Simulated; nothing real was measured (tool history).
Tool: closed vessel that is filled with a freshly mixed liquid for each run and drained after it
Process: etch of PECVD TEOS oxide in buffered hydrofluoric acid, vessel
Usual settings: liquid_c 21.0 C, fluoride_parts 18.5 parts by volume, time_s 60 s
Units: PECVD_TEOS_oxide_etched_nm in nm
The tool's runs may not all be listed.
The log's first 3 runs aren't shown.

| run | hour | liquid_c | fluoride_parts | time_s | wafers since the last listed run | hours since the thermometer was replaced | hours since the hydrofluoric acid flow meter was replaced | hours since the gauge calibration | read-back film thickness of the PECVD TEOS oxide reference wafer, read on the same gauge (nm) | PECVD_TEOS_oxide_etched_nm |
|---|---|---|---|---|---|---|---|---|---|---|
| 4 | 146.6 | 21.0 | 18.5 | 50 | 3908 | 940.6 | 227.0 | 517.6 | 130.01 | 55.73 |
| 5 | 173.1 | 21.0 | 18.5 | 50 | 2690 | 967.1 | 253.5 | 544.1 | 129.96 | 55.24 |
| 6 | 197.9 | 21.0 | 18.5 | 70 | 2517 | 991.9 | 278.3 | 568.9 | 130.03 | 77.63 |
| 7 | 243.4 | 21.0 | 18.5 | 70 | 4619 | 1037.4 | 323.8 | 614.4 | 129.99 | 78.41 |
| 8 | 429.7 | 21.0 | 18.5 | 70 | 18915 | 1223.7 | 510.1 | 800.7 | 129.99 | 75.96 |
| 9 | 564.5 | 21.0 | 18.5 | 60 | 13686 | 1358.5 | 644.9 | 935.5 | 129.99 | 64.27 |
| 10 | 635.6 | 21.0 | 18.5 | 60 | 7218 | 1429.6 | 716.0 | 1006.6 | 130.00 | 64.82 |
|  | 650.0 | thermometer replaced |
| 11 | 665.3 | 18.5 | 18.5 | 75 | 2913 | 15.3 | 745.7 | 1036.3 | 130.02 | 70.26 |
| 12 | 725.1 | 21.0 | 18.5 | 60 | 6071 | 75.1 | 805.5 | 1096.1 | 130.00 | 64.31 |
|  | 737.2 | gauge calibrated |
| 13 | 766.1 | 21.0 | 18.5 | 60 | 4162 | 116.1 | 846.5 | 28.9 | 130.00 | 63.97 |
| 14 | 814.0 | 21.0 | 13.0 | 60 | 4863 | 164.0 | 894.4 | 76.8 | 130.01 | 89.32 |
| 15 | 840.3 | 21.0 | 13.0 | 60 | 2670 | 190.3 | 920.7 | 103.1 | 130.04 | 89.90 |
|  | 847.9 | hydrofluoric acid flow meter replaced |
| 16 | 890.2 | 21.0 | 18.5 | 60 | 4964 | 240.2 | 42.3 | 153.0 | 130.00 | 68.88 |
| 17 | 954.8 | 18.5 | 12.5 | 85 | 6558 | 304.8 | 106.9 | 217.6 | 129.98 | 121.58 |
| 18 | 1017.0 | 24.0 | 24.0 | 50 | 6315 | 367.0 | 169.1 | 279.8 | 129.97 | 54.55 |
| 19 | 1061.9 | 19.0 | 13.0 | 70 | 4558 | 411.9 | 214.0 | 324.7 | 130.00 | 97.74 |
| 20 | 1091.7 | 21.0 | 18.5 | 45 | 3025 | 441.7 | 243.8 | 354.5 | 130.03 | 50.18 |

The next listed run, before its measurement:
| 21 | 1120.1 | 23.0 | 15.5 | 45 | 2883 | 470.1 | 272.2 | 382.9 | ? | ? |

read-back film thickness of the PECVD TEOS oxide reference wafer, read on the same gauge (nm): 129.99
PECVD_TEOS_oxide_etched_nm: 67.12 nm
Without the tool's hidden state the same run would have given PECVD_TEOS_oxide_etched_nm 68.66 nm.

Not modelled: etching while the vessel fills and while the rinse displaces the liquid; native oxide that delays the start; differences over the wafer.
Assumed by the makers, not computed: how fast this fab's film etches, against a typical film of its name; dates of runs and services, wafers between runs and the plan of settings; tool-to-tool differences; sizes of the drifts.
